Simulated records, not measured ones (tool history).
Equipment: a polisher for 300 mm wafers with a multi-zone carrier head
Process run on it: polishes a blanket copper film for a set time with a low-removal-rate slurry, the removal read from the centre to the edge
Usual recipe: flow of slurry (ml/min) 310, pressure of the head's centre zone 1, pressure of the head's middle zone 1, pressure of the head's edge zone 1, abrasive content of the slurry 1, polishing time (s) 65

run   hour  flow of slurry (ml/min)  pressure of the head's centre zone  pressure of the head's middle zone  pressure of the head's edge zone  abrasive content of the slurry  polishing time (s)  incoming thickness of the incoming film, nm  film removed at the wafer's centre (nm)  film removed at mid-radius (nm)  film removed at the wafer's edge (nm)
  1      0                      310                                   1                                   1                                 1                               1                  65                                        956.7                                    112.5                            129.7                                  133.6
         6  -- worn pad replaced by a new one
  2     18                      310                                   1                                   1                                 1                               1                  65                                        939.5                                    115.3                            128.2                                  131.4
  3   26.2                      310                                   1                                   1                                 1                               1                  65                                        965.4                                    115.6                            126.9                                  129.8
      36.6  -- carrier head's membrane replaced by a new one
  4   42.4                      310                                   1                                1.08                                 1                               1                  65                                          968                                    113.1                            139.2                                  130.3
      51.2  -- slurry nozzle cleaned
  5   57.7                      310                                1.04                                   1                                 1                               1                  65                                        974.3                                    125.3                            136.2                                  135.6
  6   75.5                      310                                   1                                   1                              1.09                               1                  65                                          964                                    122.6                            134.9                                  139.8
  7   86.6                      310                                   1                                1.05                              0.88                               1                  82                                        955.8                                    148.4                            175.3                                    165
  8  103.1                      310                                   1                                   1                                 1                               1                  65                                        950.9                                    120.4                            133.8                                    136
  9  114.9                      310                                1.03                                   1                                 1                               1                  65                                        955.5                                    122.8                            134.8                                  136.7
 10  124.2                      310                                   1                                0.93                                 1                             0.9                  65                                          966                                    116.1                            124.6                                  132.7
 11  135.2                      310                                   1                                   1                                 1                               1                  65                                        968.7                                    119.3                              133                                  137.5
     144.2  -- centre zone pressure recalibrated
 12  148.1                      310                                1.08                                   1                                 1                            0.75                  65                                        964.5                                    139.7                            130.2                                  130.2
     154.9  -- worn pad replaced by a new one
 13  159.1                      310                                   1                                   1                                 1                               1                  65                                        953.9                                      133                            130.8                                  136.3
 14  176.6                      310                                0.88                                   1                                 1                               1                  65                                        942.4                                      118                            133.5                                  136.5
 15    186                      310                                   1                                1.09                                 1                               1                  65                                        960.2                                    134.6                            143.3                                  135.3
 16  192.3                      380                                   1                                   1                                 1                               1                  65                                        949.4                                    136.2                            137.4                                  138.2

What does the tool deliver on the next run?
 17  209.7                      310                                   1                                   1                              0.94                               1                  47                                          975                                        ?                                ?                                      ?

film removed at the wafer's centre (nm): 98.1
film removed at mid-radius (nm): 96.8
film removed at the wafer's edge (nm): 96.4
The same run, on a tool lacking any hidden state, would have yielded film removed at the wafer's centre (nm) 99.3, film removed at mid-radius (nm) 98, film removed at the wafer's edge (nm) 97.3.
